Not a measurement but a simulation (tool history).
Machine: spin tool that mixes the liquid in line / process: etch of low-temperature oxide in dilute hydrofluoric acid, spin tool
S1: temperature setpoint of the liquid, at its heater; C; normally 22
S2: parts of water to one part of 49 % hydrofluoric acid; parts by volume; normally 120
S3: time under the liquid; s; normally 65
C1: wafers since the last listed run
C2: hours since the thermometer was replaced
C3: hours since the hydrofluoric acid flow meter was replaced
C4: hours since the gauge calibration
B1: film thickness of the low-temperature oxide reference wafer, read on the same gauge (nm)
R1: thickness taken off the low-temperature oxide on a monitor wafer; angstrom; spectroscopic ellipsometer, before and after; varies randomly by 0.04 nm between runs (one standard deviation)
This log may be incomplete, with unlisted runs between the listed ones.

run     day    S1   S2   S3   C1      C2      C3     C4     B1     R1
  1       0    22  120   65    0  2079.7  2414.5  538.4  30.03   96.1
  2   0.675    22  120   35  180  2095.9  2430.7  554.6  30.01   51.8
  3   1.088    22  120   35  110  2105.8  2440.6  564.5  29.98   51.6
  4   1.433    22  120   65   92  2114.1  2448.9  572.8  30.06   95.9
      1.779  -- gauge calibrated
  5   1.817    22  120   65  102  2123.3  2458.1    0.9     30   96.2
  6   2.371    22  120   65  148  2136.6  2471.4   14.2  29.96   95.8
  7   3.025    22  120   35  174  2152.3  2487.1   29.9  30.02   51.3
  8   3.517    24  140   95  131  2164.1  2498.9   41.7  29.97  125.9
  9   3.979  26.5   60   30  123  2175.2    2510   52.8  30.01  114.8
      4.079  -- hydrofluoric acid flow meter replaced
 10   4.375    22  120   65   94  2184.7     7.1   62.3  30.05   89.6
 11   4.921    24  170   85  145  2197.8    20.2   75.4  29.94   84.2
        5.2  -- thermometer replaced
 12   5.596    22   90   65  169     9.5    36.4   91.6  30.03  124.6
 13   6.038    22  155   90  117    20.1      47  102.2     30   92.1
 14   6.662    26  120   30  166    35.1      62  117.2  29.99     48
 15     7.2  24.5   95   80  143      48    74.9  130.1  29.97  158.1
 16   7.717  25.5  140   65  138    60.4    87.3  142.5  30.02   85.2
 17   8.162    22  100   65  119    71.1      98  153.2  29.99  109.9
      8.488  -- hydrofluoric acid flow meter replaced, repeated, since the last time left the tool worse
 18   8.567  23.5  170   50   96    80.8     1.9  162.9  29.96   58.6
 19   9.142    22   85   65  153    94.6    15.7  176.7  29.99    157
 20     9.7    22  120   30  149     108    29.1  190.1  29.95   49.5
 21   9.979  17.5  165   45   74   114.7    35.8  196.8  29.98   42.9
 22  10.558    22  120   65  154   128.6    49.7  210.7     30  107.8
 23  10.917    22  120   80   95   137.2    58.3  219.3  30.03  131.8
 24  11.283  26.5   70   85   97     146    67.1  228.1  29.98  305.7
 25  11.712  25.5  180   45  114   156.3    77.4  238.4  29.99   53.1
 26  11.979    22  120  100   71   162.7    83.8  244.8  30.03  163.8
 27  12.383    26  120   40  107   172.4    93.5  254.5  29.96   76.6
 28  12.725    22   75   65   91   180.6   101.7  262.7  30.03  180.1
 29    13.2    20  140   65  126     192   113.1  274.1  29.99   82.6
 30  13.608    24  170   85  109   201.8   122.9  283.9  30.05  100.4
 31  14.133    22  120   65  140   214.4   135.5  296.5  30.01    107

Hidden state at the last listed run before each entry between runs and at the first one after, where it differs:
After run 4, before run 5: gauge calibrated (day 1.779)
  no hidden state differs between the two runs
  measured less the result without the state, R1: -12.5 -> -12.6 angstrom
After run 9, before run 10: hydrofluoric acid flow meter replaced (day 4.079)
  hydrofluoric acid flow below the setpoint (%): 10.4 -> 15.2
  measured less the result without the state, R1: -14.6 -> -18.7 angstrom
After run 11, before run 12: thermometer replaced (day 5.2)
  no hidden state differs between the two runs
  measured less the result without the state, R1: -18.5 -> -25.4 angstrom
After run 17, before run 18: hydrofluoric acid flow meter replaced, repeated, since the last time left the tool worse (day 8.488)
  hydrofluoric acid flow below the setpoint (%): 15.6 -> 0.806
  measured less the result without the state, R1: -23 -> -0.5 angstrom
